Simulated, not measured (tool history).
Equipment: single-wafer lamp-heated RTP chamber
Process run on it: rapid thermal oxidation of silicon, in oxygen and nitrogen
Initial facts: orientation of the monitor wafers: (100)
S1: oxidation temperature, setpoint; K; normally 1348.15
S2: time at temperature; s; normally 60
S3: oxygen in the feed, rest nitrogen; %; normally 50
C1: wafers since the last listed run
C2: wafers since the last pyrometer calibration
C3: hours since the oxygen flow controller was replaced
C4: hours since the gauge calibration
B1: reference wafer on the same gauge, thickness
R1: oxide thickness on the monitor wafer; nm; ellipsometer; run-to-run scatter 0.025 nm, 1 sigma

run	hour	S1	S2	S3	C1	C2	C3	C4	B1	R1
1	0.0	1332.15	60	50	0	2550	4439.2	14.3	9.051	7.527
2	8.5	1332.15	60	50	42	2592	4447.7	22.8	9.050	7.593
3	18.0	1348.15	60	50	46	2639	4457.2	32.3	9.047	8.438
4	32.4	1348.15	60	50	71	2710	4471.6	46.7	9.060	8.396
# hour 50.8: oxygen flow controller replaced
5	51.3	1348.15	60	50	53	2764	0.5	65.6	9.042	8.466
6	62.9	1348.15	60	50	57	2822	12.1	77.2	9.040	8.439
7	73.2	1325.15	60	50	50	2873	22.4	87.5	9.048	7.280
8	81.5	1325.15	60	50	41	2914	30.7	95.8	9.049	7.255
# hour 89.1: gauge calibrated
# hour 91.0: pyrometer window cleaned and pyrometer calibrated
9	94.6	1322.15	60	50	25	17	43.8	5.5	9.047	6.806
10	112.5	1348.15	60	25	88	106	61.7	23.4	9.057	6.366
11	121.1	1348.15	60	61	42	149	70.3	32.0	9.057	8.724
12	127.7	1332.15	60	50	32	181	76.9	38.6	9.058	7.321
13	135.2	1348.15	60	50	37	218	84.4	46.1	9.065	8.122
14	143.0	1348.15	60	22	38	257	92.2	53.9	9.053	6.081
15	152.7	1348.15	60	60	47	305	101.9	63.6	9.046	8.686
16	162.7	1324.15	77	70	49	354	111.9	73.6	9.062	8.711

4 options for the next run, each taken on its own from the tool as it stands now. Forecast them:
A	163.2	1348.15	60	26	2	357	112.4	74.1	?	?
B	163.2	1340.15	44	50	2	357	112.4	74.1	?	?
C	163.2	1348.15	68	50	2	357	112.4	74.1	?	?
D	163.2	1348.15	60	75	2	357	112.4	74.1	?	?

run	B1	R1
A	9.037	6.474
B	9.037	6.749
C	9.037	8.613
D	9.037	9.414
Stripped of hidden state, with their random variation kept, the same runs would have yielded:
run	R1
A	6.429
B	6.701
C	8.553
D	9.348
